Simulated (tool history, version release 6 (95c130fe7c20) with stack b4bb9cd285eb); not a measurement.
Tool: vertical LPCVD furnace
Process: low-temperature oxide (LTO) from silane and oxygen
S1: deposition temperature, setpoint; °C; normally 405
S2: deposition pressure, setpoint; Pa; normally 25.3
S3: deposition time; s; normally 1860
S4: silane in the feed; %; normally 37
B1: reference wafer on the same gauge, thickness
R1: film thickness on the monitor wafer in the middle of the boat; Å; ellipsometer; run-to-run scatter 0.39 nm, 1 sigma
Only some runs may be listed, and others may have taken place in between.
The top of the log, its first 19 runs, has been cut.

run	day	S1	S2	S3	S4	B1	R1
20	12.15	416	24	2430	35	205.98	3239.9
21	12.642	400	23.3	2160	33	205.88	2162.6
22	12.942	405	30.7	1860	37	206.11	3013.6
23	13.796	405	31.3	1860	43	205.95	3680.7
24	14.638	405	25.3	1860	40	205.96	2744.3
25	15.083	399	25.3	1650	33	206.03	1779.5
26	15.954	405	30	2100	37	206.04	3342.8
27	16.662	409	31.3	1380	32	205.98	1976.8
28	16.996	405	20.7	1860	37	205.92	2032.8
# day 17.708: gauge calibrated
29	17.796	415	30.7	1650	37	205.96	2994.9
30	18.462	394	23.3	1860	37	205.9	2032.2

5 ways to go on from here, each from the tool as it stands after run 30. What would each give?
A	18.675	414	25.3	1860	37	?	?
B	18.675	405	27.3	1860	37	?	?
C	18.675	411	25.3	1860	35	?	?
D	18.675	396	29.3	1860	37	?	?
E	18.675	405	21.3	2370	37	?	?

run	B1	R1
A	206.12	2755.9
B	206.12	2696.9
C	206.12	2486.6
D	206.12	2616
E	206.12	2682.1
Without the tool's hidden state the same runs would have given:
run	R1
A	2732.4
B	2673.2
C	2464.9
D	2592.2
E	2658.5

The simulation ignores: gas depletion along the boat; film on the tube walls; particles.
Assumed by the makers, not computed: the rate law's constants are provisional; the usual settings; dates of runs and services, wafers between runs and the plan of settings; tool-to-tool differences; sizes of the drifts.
